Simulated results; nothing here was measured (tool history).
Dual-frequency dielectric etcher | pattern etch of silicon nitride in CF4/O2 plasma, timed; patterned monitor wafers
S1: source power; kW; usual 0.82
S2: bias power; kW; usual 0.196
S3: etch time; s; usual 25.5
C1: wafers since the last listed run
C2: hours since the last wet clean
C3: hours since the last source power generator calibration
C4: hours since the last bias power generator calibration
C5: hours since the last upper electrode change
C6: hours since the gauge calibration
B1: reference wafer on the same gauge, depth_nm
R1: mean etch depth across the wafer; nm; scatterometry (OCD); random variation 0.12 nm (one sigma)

run	hour	S1	S2	S3	C1	C2	C3	C4	C5	C6	B1	R1
1	0	0.82	0.196	25.5	0	266.6	4732.1	1736	11.1	5.8	71.3	79
2	9.7	0.82	0.196	25.5	130	276.3	4741.8	1745.7	20.8	15.5	71.3	78.9
3	17	0.82	0.196	25.5	98	283.6	4749.1	1753	28.1	22.8	71.3	79.2
# hour 42.6: source power generator calibrated
4	51	0.82	0.158	28	403	317.6	8.4	1787	62.1	56.8	71.3	78.7
5	62	0.82	0.158	28	147	328.6	19.4	1798	73.1	67.8	71.3	78.9
6	79.2	0.82	0.196	25.5	231	345.8	36.6	1815.2	90.3	85	71.3	79.1
7	89.7	0.73	0.228	28	141	356.3	47.1	1825.7	100.8	95.5	71.3	88.4
8	105.8	0.72	0.196	22.5	216	372.4	63.2	1841.8	116.9	111.6	71.3	66.1
9	121.5	0.72	0.222	20	210	388.1	78.9	1857.5	132.6	127.3	71.3	62.1
# hour 138.2: bias power generator calibrated
10	138.7	0.82	0.196	25.5	177	405.3	96.1	0.5	149.8	144.5	71.3	81
11	144.9	0.82	0.196	23.5	83	411.5	102.3	6.7	156	150.7	71.3	74.9
12	154.4	0.82	0.224	22	127	421	111.8	16.2	165.5	160.2	71.3	74.5
13	168.7	1	0.171	25.5	192	435.3	126.1	30.5	179.8	174.5	71.3	83.6
14	176.3	0.66	0.176	27.5	102	442.9	133.7	38.1	187.4	182.1	71.3	76.2
15	182.8	0.82	0.196	19.5	87	449.4	140.2	44.6	193.9	188.6	71.3	62.3
16	193	0.82	0.196	25.5	137	459.6	150.4	54.8	204.1	198.8	71.3	81.2
17	206.4	0.9	0.23	25.5	180	473	163.8	68.2	217.5	212.2	71.3	91.2
# hour 231.6: wet clean of the chamber
18	232.1	0.87	0.224	25.5	22	0.5	189.5	93.9	243.2	237.9	71.3	87.9
19	232.5	0.82	0.196	25.5	5	0.9	189.9	94.3	243.6	238.3	71.3	80.7
20	235.9	0.76	0.156	23	45	4.3	193.3	97.7	247	241.7	71.3	63.5
21	247.1	0.82	0.196	25.5	150	15.5	204.5	108.9	258.2	252.9	71.3	80.5
22	261.5	0.66	0.244	28	193	29.9	218.9	123.3	272.6	267.3	71.3	89.4
23	278.1	0.99	0.172	25.5	223	46.5	235.5	139.9	289.2	283.9	71.3	82.6
24	291.6	0.82	0.217	25.5	181	60	249	153.4	302.7	297.4	71.3	84.6
25	302.8	0.75	0.218	25.5	150	71.2	260.2	164.6	313.9	308.6	71.3	81.5
26	309.7	0.69	0.196	21	92	78.1	267.1	171.5	320.8	315.5	71.3	62
27	327.5	0.82	0.196	25.5	239	95.9	284.9	189.3	338.6	333.3	71.3	80.8
28	340.7	0.73	0.228	28	177	109.1	298.1	202.5	351.8	346.5	71.3	90.4
29	351.9	0.82	0.158	28	150	120.3	309.3	213.7	363	357.7	71.3	80.5

5 ways to go on from here, each from the tool as it stands after run 29. What would each give?
A	352.3	0.82	0.196	25.5	5	120.7	309.7	214.1	363.4	358.1	?	?
B	352.3	0.97	0.161	20	5	120.7	309.7	214.1	363.4	358.1	?	?
C	352.3	0.9	0.209	30.5	5	120.7	309.7	214.1	363.4	358.1	?	?
D	352.3	0.89	0.221	29.5	5	120.7	309.7	214.1	363.4	358.1	?	?
E	352.3	0.99	0.229	21.5	5	120.7	309.7	214.1	363.4	358.1	?	?

run	B1	R1
A	71.3	80.5
B	71.3	62.4
C	71.3	103.3
D	71.3	102
E	71.3	79.3
Without the tool's hidden state the same runs would have given:
run	R1
A	80.2
B	62.2
C	103
D	101.6
E	79.1
